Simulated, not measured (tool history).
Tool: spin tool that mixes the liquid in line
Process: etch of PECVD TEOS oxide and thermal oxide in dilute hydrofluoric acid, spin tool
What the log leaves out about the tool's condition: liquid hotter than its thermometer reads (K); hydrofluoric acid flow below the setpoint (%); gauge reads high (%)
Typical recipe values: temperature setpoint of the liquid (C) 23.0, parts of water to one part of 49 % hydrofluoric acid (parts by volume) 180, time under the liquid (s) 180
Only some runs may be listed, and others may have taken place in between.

run,hour,temperature setpoint of the liquid (C),parts of water to one part of 49 % hydrofluoric acid (parts by volume),time under the liquid (s),wafers since the last listed run,hours since the thermometer was replaced,hours since the hydrofluoric acid flow meter was replaced,hours since the gauge calibration,"read-back film thickness of the PECVD TEOS oxide reference wafer, read on the same gauge (nm)","read-back film thickness of the thermal oxide reference wafer, read on the same gauge (nm)",thickness taken off the PECVD TEOS oxide on a monitor wafer (Å),thickness taken off the thermal oxide on a monitor wafer (Å)
1,0.0,26.5,180,180,0,1931.6,1041.0,559.7,120.00,110.013,339.7,51.55
2,34.9,23.0,180,180,151,1966.5,1075.9,594.6,119.99,110.009,298.9,45.34
3,57.5,23.0,180,180,98,1989.1,1098.5,617.2,120.02,110.029,297.7,45.26
4,94.7,23.0,180,180,161,2026.3,1135.7,654.4,119.99,109.982,296.8,45.12
5,122.3,21.0,180,95,120,2053.9,1163.3,682.0,120.02,110.025,146.1,22.16
# hour 129.8: hydrofluoric acid flow meter replaced
6,150.1,21.0,180,95,116,2081.7,20.3,709.8,119.96,110.014,150.8,22.91
# hour 194.5: thermometer replaced
7,256.5,21.0,180,95,458,62.0,126.7,816.2,120.00,109.996,137.6,20.95
8,282.2,23.0,180,180,111,87.7,152.4,841.9,120.00,110.021,282.1,43.15
9,295.6,23.0,180,180,58,101.1,165.8,855.3,120.01,110.049,282.9,42.43
10,330.8,21.0,180,180,153,136.3,201.0,890.5,120.00,109.994,261.0,39.64
11,354.6,23.0,180,180,103,160.1,224.8,914.3,120.01,109.992,281.8,42.20
12,371.2,19.5,180,180,72,176.7,241.4,930.9,120.02,109.962,247.6,37.41
13,391.1,23.0,220,150,86,196.6,261.3,950.8,119.99,109.979,185.2,27.82
14,417.0,23.0,180,180,112,222.5,287.2,976.7,120.01,109.935,282.4,42.97
15,452.1,21.0,180,180,152,257.6,322.3,1011.8,120.01,110.015,262.7,40.17
16,465.8,20.5,180,180,59,271.3,336.0,1025.5,120.02,109.973,256.0,38.81
17,501.4,23.0,205,180,154,306.9,371.6,1061.1,119.97,110.008,241.9,36.94
# hour 509.8: gauge calibrated
18,535.4,23.0,180,180,148,340.9,405.6,25.6,119.98,109.971,283.3,42.86
19,626.4,18.5,95,145,396,431.9,496.6,116.6,120.01,110.021,397.0,60.21
20,660.5,23.0,215,180,148,466.0,530.7,150.7,119.98,109.944,230.0,34.99
21,679.1,23.0,180,180,80,484.6,549.3,169.3,119.99,110.033,283.2,43.52
22,698.3,25.0,180,85,83,503.8,568.5,188.5,119.98,110.049,144.5,22.07
23,711.9,20.0,250,240,59,517.4,582.1,202.1,120.00,109.996,227.9,34.37
24,747.2,19.0,100,285,153,552.7,617.4,237.4,120.04,110.024,758.2,114.03
25,771.0,23.0,145,180,103,576.5,641.2,261.2,120.00,109.948,367.3,55.78

Alternative continuations, all from the tool just after run 25; predict every row:
A,771.5,23.0,180,275,2,577.0,641.7,261.7,?,?,?,?
B,771.5,19.0,230,75,2,577.0,641.7,261.7,?,?,?,?
C,771.5,23.0,180,250,2,577.0,641.7,261.7,?,?,?,?
D,771.5,21.0,145,180,2,577.0,641.7,261.7,?,?,?,?
E,771.5,23.0,205,250,2,577.0,641.7,261.7,?,?,?,?

run,"read-back film thickness of the PECVD TEOS oxide reference wafer, read on the same gauge (nm)","read-back film thickness of the thermal oxide reference wafer, read on the same gauge (nm)",thickness taken off the PECVD TEOS oxide on a monitor wafer (Å),thickness taken off the thermal oxide on a monitor wafer (Å)
A,120.02,109.992,435.6,65.98
B,120.02,109.992,76.0,11.50
C,120.02,109.992,396.0,59.98
D,120.02,109.992,340.9,51.63
E,120.02,109.992,338.3,51.24
The same runs, with their run-to-run variation unchanged, on a tool lacking any hidden condition would have given:
run,thickness taken off the PECVD TEOS oxide on a monitor wafer (Å),thickness taken off the thermal oxide on a monitor wafer (Å)
A,425.6,64.46
B,74.2,11.24
C,386.9,58.60
D,332.4,50.33
E,330.9,50.11
